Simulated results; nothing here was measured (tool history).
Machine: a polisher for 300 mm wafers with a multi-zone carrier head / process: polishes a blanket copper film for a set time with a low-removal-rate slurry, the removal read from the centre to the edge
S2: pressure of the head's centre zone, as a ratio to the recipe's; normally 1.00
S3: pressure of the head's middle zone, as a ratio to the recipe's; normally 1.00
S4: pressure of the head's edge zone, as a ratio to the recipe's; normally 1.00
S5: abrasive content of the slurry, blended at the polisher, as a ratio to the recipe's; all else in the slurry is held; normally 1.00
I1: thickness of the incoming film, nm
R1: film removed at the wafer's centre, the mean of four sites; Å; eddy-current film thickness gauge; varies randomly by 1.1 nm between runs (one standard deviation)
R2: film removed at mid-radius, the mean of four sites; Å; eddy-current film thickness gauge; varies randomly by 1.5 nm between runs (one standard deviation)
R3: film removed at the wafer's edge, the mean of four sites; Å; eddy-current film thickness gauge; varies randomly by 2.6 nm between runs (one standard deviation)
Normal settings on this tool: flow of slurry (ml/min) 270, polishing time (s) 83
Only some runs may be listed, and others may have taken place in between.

Run 1, hour 0.0: usual settings but S5 0.75; I1 886.5. Result: R1 1592 Å, R2 1644 Å, R3 1641 Å.
At hour 67.8: edge zone pressure recalibrated.
At hour 80.7: carrier head's membrane replaced by a new one.
Run 2, hour 102.8: usual settings but S5 0.75; I1 890.5. Result: R1 1587 Å, R2 1625 Å, R3 1675 Å.
Run 3, hour 203.5: usual settings; I1 890.0. Result: R1 1738 Å, R2 1763 Å, R3 1769 Å.
At hour 244.4: slurry nozzle cleaned.
Run 4, hour 269.4: usual settings; I1 900.2. Result: R1 1714 Å, R2 1785 Å, R3 1767 Å.
Run 5, hour 329.7: usual settings; I1 894.0. Result: R1 1736 Å, R2 1747 Å, R3 1760 Å.
At hour 402.6: worn pad replaced by a new one.
Run 6, hour 423.9: usual settings but flow of slurry (ml/min) 250; I1 898.7. Result: R1 1715 Å, R2 1756 Å, R3 1795 Å.
At hour 487.1: centre zone pressure recalibrated.
At hour 491.9: edge zone pressure recalibrated.
Run 7, hour 509.5: usual settings but flow of slurry (ml/min) 250; I1 898.5. Result: R1 1707 Å, R2 1746 Å, R3 1772 Å.
Run 8, hour 559.1: usual settings but S2 1.08; I1 897.8. Result: R1 1858 Å, R2 1741 Å, R3 1792 Å.
Run 9, hour 661.9: usual settings but S2 0.95, S4 0.92; I1 901.0. Result: R1 1642 Å, R2 1783 Å, R3 1713 Å.
Run 10, hour 745.9: usual settings but S3 1.06, polishing time (s) 61; I1 895.7. Result: R1 1252 Å, R2 1357 Å, R3 1288 Å.
Run 11, hour 798.1: usual settings but S2 1.10, S4 1.06, polishing time (s) 57; I1 890.6. Result: R1 1306 Å, R2 1229 Å, R3 1270 Å.
Run 12, hour 882.3: usual settings but S3 1.05; I1 887.1. Result: R1 1712 Å, R2 1874 Å, R3 1788 Å.
Run 13, hour 923.6: usual settings but flow of slurry (ml/min) 350; I1 904.2. Result: R1 1759 Å, R2 1781 Å, R3 1785 Å.
At hour 931.5: worn pad replaced by a new one.
At hour 987.6: carrier head's membrane replaced by a new one.
At hour 1014.2: edge zone pressure recalibrated.
At hour 1094.8: slurry nozzle cleaned.
Run 14, hour 1121.0: usual settings but flow of slurry (ml/min) 335, S4 1.07, S5 1.25; I1 900.5. Result: R1 1889 Å, R2 1927 Å, R3 2029 Å.
Run 15, hour 1223.5: usual settings but flow of slurry (ml/min) 195, S3 0.95, S4 0.93, polishing time (s) 110; I1 896.0. Result: R1 2221 Å, R2 2155 Å, R3 2212 Å.
Run 16, hour 1271.2: usual settings; I1 910.8. Result: R1 1728 Å, R2 1775 Å, R3 1757 Å.
Run 17, hour 1335.3: usual settings but polishing time (s) 106; I1 900.5. Result: R1 2214 Å, R2 2257 Å, R3 2256 Å.
At hour 1409.1: worn pad replaced by a new one.
At hour 1421.0: edge zone pressure recalibrated.
Run 18, hour 1434.7: usual settings but flow of slurry (ml/min) 190, S3 1.10, S5 1.10, polishing time (s) 111; I1 914.1. Result: R1 2296 Å, R2 2532 Å, R3 2373 Å.
Run 19, hour 1474.9: usual settings; I1 901.4. Result: R1 1727 Å, R2 1774 Å, R3 1781 Å.
Run 20, hour 1575.7: usual settings but flow of slurry (ml/min) 305; I1 899.0. Result: R1 1758 Å, R2 1797 Å, R3 1740 Å.
At hour 1610.9: centre zone pressure recalibrated.
Run 21, hour 1637.6: usual settings but flow of slurry (ml/min) 200, S3 0.97; I1 885.9. Result: R1 1667 Å, R2 1675 Å, R3 1726 Å.
Run 22, hour 1676.1: usual settings but S4 1.08; I1 908.6. Result: R1 1719 Å, R2 1765 Å, R3 1848 Å.

3 ways to go on from here, each from the tool as it stands after run 22. What would each give?
Run A, hour 1676.6: usual settings; I1 895.2. Result: R1 ?, R2 ?, R3 ?.
Run B, hour 1676.6: usual settings but flow of slurry (ml/min) 310, S3 1.08, S5 0.75, polishing time (s) 58; I1 895.2. Result: R1 ?, R2 ?, R3 ?.
Run C, hour 1676.6: usual settings but S3 0.97, S5 1.20; I1 895.2. Result: R1 ?, R2 ?, R3 ?.

run    R1    R2    R3
  A  1737  1754  1802
  B  1129  1211  1166
  C  1828  1802  1897
Without the tool's unlogged condition, the same runs would have read:
run    R1    R2    R3
  A  1737  1754  1802
  B  1129  1211  1166
  C  1828  1802  1897
